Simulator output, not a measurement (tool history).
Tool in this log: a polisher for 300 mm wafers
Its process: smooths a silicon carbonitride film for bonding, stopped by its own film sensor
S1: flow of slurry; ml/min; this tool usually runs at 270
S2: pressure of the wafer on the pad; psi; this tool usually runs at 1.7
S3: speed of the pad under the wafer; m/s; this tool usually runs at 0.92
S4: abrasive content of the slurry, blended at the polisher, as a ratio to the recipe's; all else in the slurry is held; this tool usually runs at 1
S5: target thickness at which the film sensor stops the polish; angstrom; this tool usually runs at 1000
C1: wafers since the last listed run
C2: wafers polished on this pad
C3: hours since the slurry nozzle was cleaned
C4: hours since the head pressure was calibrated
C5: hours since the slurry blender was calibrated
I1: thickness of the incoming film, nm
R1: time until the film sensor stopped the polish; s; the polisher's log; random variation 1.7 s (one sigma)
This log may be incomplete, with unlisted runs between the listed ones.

run 1 hour=0 | S1=270 S2=1.7 S3=0.92 S4=1 S5=1000 | C1=0 C2=1027 C3=377.6 C4=746.1 C5=238.9 | I1=119.4 | R1=97.2
-- hour=25.4 slurry nozzle cleaned
run 2 hour=50.6 | S1=270 S2=1.7 S3=0.92 S4=1 S5=1000 | C1=491 C2=1518 C3=25.2 C4=796.7 C5=289.5 | I1=120.3 | R1=103.2
run 3 hour=125.2 | S1=270 S2=1.7 S3=0.92 S4=1 S5=1000 | C1=738 C2=2256 C3=99.8 C4=871.3 C5=364.1 | I1=120.6 | R1=105.9
-- hour=206.9 slurry blender recalibrated
run 4 hour=207.8 | S1=270 S2=1.7 S3=0.92 S4=1 S5=1000 | C1=797 C2=3054 C3=182.4 C4=953.9 C5=0.9 | I1=119.1 | R1=104.2
run 5 hour=260.8 | S1=270 S2=1.7 S3=0.92 S4=1 S5=1000 | C1=524 C2=3579 C3=235.4 C4=1006.9 C5=53.9 | I1=121.4 | R1=116.1
-- hour=277.7 worn pad replaced by a new one
run 6 hour=324.2 | S1=290 S2=1.7 S3=0.92 S4=1 S5=1000 | C1=588 C2=459 C3=298.8 C4=1070.3 C5=117.3 | I1=119 | R1=94.9
run 7 hour=363.5 | S1=290 S2=1.7 S3=0.92 S4=1 S5=1000 | C1=389 C2=848 C3=338.1 C4=1109.6 C5=156.6 | I1=120.7 | R1=103.7
run 8 hour=400.7 | S1=270 S2=1.7 S3=0.92 S4=1 S5=1000 | C1=368 C2=1217 C3=375.3 C4=1146.8 C5=193.8 | I1=118.1 | R1=92.1
-- hour=421.7 slurry nozzle cleaned
run 9 hour=470.5 | S1=270 S2=1.7 S3=0.92 S4=1 S5=1000 | C1=681 C2=1898 C3=48.8 C4=1216.6 C5=263.6 | I1=120.2 | R1=105.7
run 10 hour=571.1 | S1=270 S2=1.7 S3=0.92 S4=1 S5=1000 | C1=995 C2=2894 C3=149.4 C4=1317.2 C5=364.2 | I1=120.5 | R1=109.7
-- hour=599.6 slurry blender recalibrated
-- hour=613.4 head pressure recalibrated
run 11 hour=639 | S1=270 S2=1.7 S3=0.68 S4=1 S5=1000 | C1=632 C2=3526 C3=217.3 C4=25.6 C5=39.4 | I1=119.9 | R1=140.3
-- hour=653.3 worn pad replaced by a new one, of another model than before
run 12 hour=729.3 | S1=270 S2=1.7 S3=0.92 S4=1 S5=1000 | C1=854 C2=752 C3=307.6 C4=115.9 C5=129.7 | I1=120.4 | R1=99
-- hour=771.1 slurry nozzle cleaned
run 13 hour=811.3 | S1=270 S2=1.7 S3=0.92 S4=1 S5=1000 | C1=801 C2=1554 C3=40.2 C4=197.9 C5=211.7 | I1=120.6 | R1=105.4
run 14 hour=869.8 | S1=270 S2=1.7 S3=0.92 S4=1 S5=1000 | C1=579 C2=2133 C3=98.7 C4=256.4 C5=270.2 | I1=121.4 | R1=109.7
run 15 hour=967.4 | S1=210 S2=1.3 S3=0.92 S4=1 S5=1000 | C1=966 C2=3099 C3=196.3 C4=354 C5=367.8 | I1=119.1 | R1=131.4
-- hour=1004.3 slurry blender recalibrated
run 16 hour=1008.3 | S1=270 S2=1.7 S3=1.12 S4=1 S5=940 | C1=385 C2=3484 C3=237.2 C4=394.9 C5=4 | I1=119.8 | R1=125.7
-- hour=1034.5 worn pad replaced by a new one
run 17 hour=1109.6 | S1=270 S2=1.7 S3=0.92 S4=1 S5=1020 | C1=963 C2=743 C3=338.5 C4=496.2 C5=105.3 | I1=117.3 | R1=74.8
-- hour=1143.2 slurry nozzle cleaned
run 18 hour=1163.5 | S1=270 S2=1.7 S3=0.92 S4=1 S5=1000 | C1=523 C2=1267 C3=20.3 C4=550.1 C5=159.2 | I1=119.8 | R1=102.2
run 19 hour=1258.4 | S1=270 S2=1.7 S3=0.92 S4=1 S5=1000 | C1=939 C2=2206 C3=115.2 C4=645 C5=254.1 | I1=118.7 | R1=93.3
run 20 hour=1314 | S1=305 S2=1.9 S3=0.92 S4=0.9 S5=1000 | C1=550 C2=2756 C3=170.8 C4=700.6 C5=309.7 | I1=118.9 | R1=99.9

The next listed run, before its measurement:
-- hour=1351.9 slurry blender recalibrated
-- hour=1373.1 worn pad replaced by a new one
run 21 hour=1400.2 | S1=270 S2=1.7 S3=0.62 S4=1 S5=1050 | C1=793 C2=267 C3=257 C4=786.8 C5=48.3 | I1=120.1 | R1=?

R1: 92.8 s
Had the tool carried no hidden state, the very same run would have given R1 92.6 s.

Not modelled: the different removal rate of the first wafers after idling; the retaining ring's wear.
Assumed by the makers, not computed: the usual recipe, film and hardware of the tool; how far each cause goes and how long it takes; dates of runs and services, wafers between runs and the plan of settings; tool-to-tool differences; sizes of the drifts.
